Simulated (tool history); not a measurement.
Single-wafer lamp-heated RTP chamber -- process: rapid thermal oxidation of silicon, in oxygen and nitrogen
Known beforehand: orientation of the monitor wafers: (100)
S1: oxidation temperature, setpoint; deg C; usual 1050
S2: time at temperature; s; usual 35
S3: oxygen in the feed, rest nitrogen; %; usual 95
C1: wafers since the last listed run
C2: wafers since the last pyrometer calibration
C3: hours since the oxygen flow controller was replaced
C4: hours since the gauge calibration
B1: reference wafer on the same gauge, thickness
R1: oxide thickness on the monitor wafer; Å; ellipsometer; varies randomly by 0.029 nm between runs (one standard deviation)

| run | hour | S1 | S2 | S3 | C1 | C2 | C3 | C4 | B1 | R1 |
|---|---|---|---|---|---|---|---|---|---|---|
| 1 | 0.0 | 1050 | 39 | 95 | 0 | 6153 | 4318.2 | 131.5 | 6.857 | 79.83 |
| 2 | 58.8 | 1050 | 39 | 95 | 643 | 6796 | 4377.0 | 190.3 | 6.853 | 80.41 |
|  | 124.3 | pyrometer window cleaned and pyrometer calibrated |
| 3 | 140.5 | 1050 | 39 | 95 | 806 | 177 | 4458.7 | 272.0 | 6.845 | 78.33 |
| 4 | 196.7 | 1050 | 35 | 95 | 615 | 792 | 4514.9 | 328.2 | 6.854 | 75.01 |
| 5 | 284.4 | 1050 | 35 | 95 | 960 | 1752 | 4602.6 | 415.9 | 6.853 | 75.41 |
| 6 | 348.4 | 1050 | 35 | 95 | 700 | 2453 | 4666.6 | 479.9 | 6.840 | 75.66 |
| 7 | 387.9 | 1050 | 47 | 95 | 432 | 2885 | 4706.1 | 519.4 | 6.850 | 85.93 |
| 8 | 448.8 | 1076 | 35 | 95 | 666 | 3552 | 4767.0 | 580.3 | 6.849 | 89.48 |
|  | 512.5 | oxygen flow controller replaced |
| 9 | 526.6 | 1050 | 18 | 95 | 764 | 4316 | 14.1 | 658.1 | 6.853 | 57.24 |
| 10 | 618.1 | 1026 | 35 | 98 | 1001 | 5318 | 105.6 | 749.6 | 6.849 | 65.31 |
| 11 | 686.7 | 1050 | 35 | 95 | 750 | 6069 | 174.2 | 818.2 | 6.845 | 75.61 |
|  | 845.8 | pyrometer window cleaned and pyrometer calibrated |
|  | 851.6 | gauge calibrated |
| 12 | 960.3 | 1050 | 35 | 74 | 2907 | 1253 | 447.8 | 108.7 | 6.850 | 68.86 |
| 13 | 1041.9 | 1050 | 35 | 95 | 893 | 2146 | 529.4 | 190.3 | 6.856 | 75.63 |
| 14 | 1146.3 | 1061 | 51 | 98 | 1142 | 3289 | 633.8 | 294.7 | 6.847 | 96.84 |

Per-run results on a tool with no hidden state, each run keeping its own random variation:
What the log doesn't record here: true wafer temperature minus pyrometer reading, K; deviation of the oxygen flow from its setpoint, %; gauge reads high (%).
| run | R1 |
|---|---|
| 1 | 78.47 |
| 2 | 78.92 |
| 3 | 78.01 |
| 4 | 74.60 |
| 5 | 74.82 |
| 6 | 74.94 |
| 7 | 85.02 |
| 8 | 88.42 |
| 9 | 56.44 |
| 10 | 64.19 |
| 11 | 74.20 |
| 12 | 68.53 |
| 13 | 75.09 |
| 14 | 95.90 |
